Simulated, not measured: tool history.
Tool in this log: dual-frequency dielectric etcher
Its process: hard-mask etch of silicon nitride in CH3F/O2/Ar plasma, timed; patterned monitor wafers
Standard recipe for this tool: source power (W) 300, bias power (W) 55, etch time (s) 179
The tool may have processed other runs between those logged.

| run | hour | source power (W) | bias power (W) | etch time (s) | wafers since the last listed run | hours since the last wet clean | hours since the last source power generator calibration | hours since the last bias power generator calibration | hours since the last upper electrode change | hours since the gauge calibration | read-back reference wafer on the same gauge, depth_nm | mean etch depth across the wafer (Å) |
|---|---|---|---|---|---|---|---|---|---|---|---|---|
| 1 | 0 | 300 | 55 | 179 | 0 | 381.5 | 2464.7 | 4911.8 | 2845.6 | 464.7 | 107.8 | 967 |
| 2 | 8.4 | 300 | 55 | 179 | 62 | 389.9 | 2473.1 | 4920.2 | 2854 | 473.1 | 107.8 | 967 |
|  | 12.2 | gauge calibrated |
| 3 | 15.2 | 300 | 55 | 179 | 50 | 396.7 | 2479.9 | 4927 | 2860.8 | 3 | 107.8 | 964 |
| 4 | 26.2 | 300 | 55 | 192.5 | 82 | 407.7 | 2490.9 | 4938 | 2871.8 | 14 | 107.8 | 1038 |
| 5 | 36.6 | 300 | 55 | 192.5 | 77 | 418.1 | 2501.3 | 4948.4 | 2882.2 | 24.4 | 107.8 | 1038 |
|  | 41.4 | source power generator calibrated |
| 6 | 44.8 | 300 | 55 | 192.5 | 31 | 426.3 | 3.4 | 4956.6 | 2890.4 | 32.6 | 107.8 | 1037 |
| 7 | 54.6 | 300 | 55 | 179 | 73 | 436.1 | 13.2 | 4966.4 | 2900.2 | 42.4 | 107.8 | 967 |
| 8 | 65 | 300 | 55 | 179 | 77 | 446.5 | 23.6 | 4976.8 | 2910.6 | 52.8 | 107.8 | 966 |
| 9 | 73.7 | 230 | 66 | 147.5 | 65 | 455.2 | 32.3 | 4985.5 | 2919.3 | 61.5 | 107.8 | 734 |
| 10 | 85.2 | 300 | 65 | 179 | 86 | 466.7 | 43.8 | 4997 | 2930.8 | 73 | 107.8 | 1031 |
| 11 | 94.9 | 300 | 55 | 198 | 72 | 476.4 | 53.5 | 5006.7 | 2940.5 | 82.7 | 107.8 | 1068 |
| 12 | 107.7 | 300 | 55 | 179 | 95 | 489.2 | 66.3 | 5019.5 | 2953.3 | 95.5 | 107.8 | 963 |
| 13 | 116.5 | 300 | 55 | 179 | 65 | 498 | 75.1 | 5028.3 | 2962.1 | 104.3 | 107.8 | 965 |
| 14 | 133.5 | 300 | 59 | 179 | 127 | 515 | 92.1 | 5045.3 | 2979.1 | 121.3 | 107.8 | 994 |
|  | 152.5 | bias power generator calibrated |
|  | 166.2 | wet clean of the chamber |
|  | 182 | upper electrode replaced |
| 15 | 182.5 | 280 | 67 | 179 | 115 | 16.3 | 141.1 | 30 | 0.5 | 170.3 | 107.8 | 1015 |
| 16 | 182.9 | 300 | 55 | 179 | 2 | 16.7 | 141.5 | 30.4 | 0.9 | 170.7 | 107.8 | 975 |
| 17 | 183.3 | 360 | 64 | 207.5 | 2 | 17.1 | 141.9 | 30.8 | 1.3 | 171.1 | 107.8 | 1317 |
| 18 | 183.6 | 330 | 42 | 137 | 2 | 17.4 | 142.2 | 31.1 | 1.6 | 171.4 | 107.8 | 703 |
| 19 | 187.2 | 300 | 55 | 209.5 | 26 | 21 | 145.8 | 34.7 | 5.2 | 175 | 107.8 | 1135 |
| 20 | 197.6 | 300 | 66 | 179 | 77 | 31.4 | 156.2 | 45.1 | 15.6 | 185.4 | 107.8 | 1046 |
| 21 | 211.7 | 240 | 48 | 125.5 | 105 | 45.5 | 170.3 | 59.2 | 29.7 | 199.5 | 107.8 | 567 |
| 22 | 218.1 | 260 | 49 | 210.5 | 47 | 51.9 | 176.7 | 65.6 | 36.1 | 205.9 | 107.8 | 1004 |
| 23 | 233.8 | 370 | 65 | 197 | 117 | 67.6 | 192.4 | 81.3 | 51.8 | 221.6 | 107.8 | 1272 |
| 24 | 247.9 | 300 | 55 | 179 | 105 | 81.7 | 206.5 | 95.4 | 65.9 | 235.7 | 107.8 | 973 |
| 25 | 258.2 | 300 | 55 | 179 | 77 | 92 | 216.8 | 105.7 | 76.2 | 246 | 107.8 | 972 |
| 26 | 264.7 | 230 | 49 | 205.5 | 48 | 98.5 | 223.3 | 112.2 | 82.7 | 252.5 | 107.8 | 911 |
| 27 | 270.9 | 260 | 49 | 198.5 | 46 | 104.7 | 229.5 | 118.4 | 88.9 | 258.7 | 107.8 | 944 |
| 28 | 281.5 | 340 | 55 | 127 | 79 | 115.3 | 240.1 | 129 | 99.5 | 269.3 | 107.8 | 737 |
| 29 | 292.4 | 240 | 68 | 192.5 | 81 | 126.2 | 251 | 139.9 | 110.4 | 280.2 | 107.8 | 1001 |
| 30 | 308.3 | 240 | 66 | 165.5 | 119 | 142.1 | 266.9 | 155.8 | 126.3 | 296.1 | 107.8 | 851 |

A few steps of mean etch depth across the wafer (Å) between consecutive runs. Split each: what settings, incoming material and random variation would produce without the hidden state, and what is left over for the hidden state, along with gauge scatter present in only one of the two compared results (measured, and without hidden state):
What the log doesn't record here: etch rate over this chamber's usual, %; source power that arrives over what is set, %; bias power that arrives over what is set, %; gauge reads high (%).
Run 2 -> 3: gauge calibrated. mean etch depth across the wafer (Å) -3: hidden state -1, all else -2.
Run 9 -> 10: source power (W) 230 -> 300, bias power (W) 66 -> 65, etch time (s) 147.5 -> 179. mean etch depth across the wafer (Å) +297: hidden state -2, all else +299.
Run 14 -> 15: source power (W) 300 -> 280, bias power (W) 59 -> 67, bias power generator calibrated, wet clean of the chamber, upper electrode replaced. mean etch depth across the wafer (Å) +21: hidden state +7, all else +14.
Run 17 -> 18: source power (W) 360 -> 330, bias power (W) 64 -> 42, etch time (s) 207.5 -> 137. mean etch depth across the wafer (Å) -614: hidden state +1, all else -615.
Run 20 -> 21: source power (W) 300 -> 240, bias power (W) 66 -> 48, etch time (s) 179 -> 125.5. mean etch depth across the wafer (Å) -479: hidden state -1, all else -478.
Run 21 -> 22: source power (W) 240 -> 260, bias power (W) 48 -> 49, etch time (s) 125.5 -> 210.5. mean etch depth across the wafer (Å) +437: hidden state +0, all else +437.
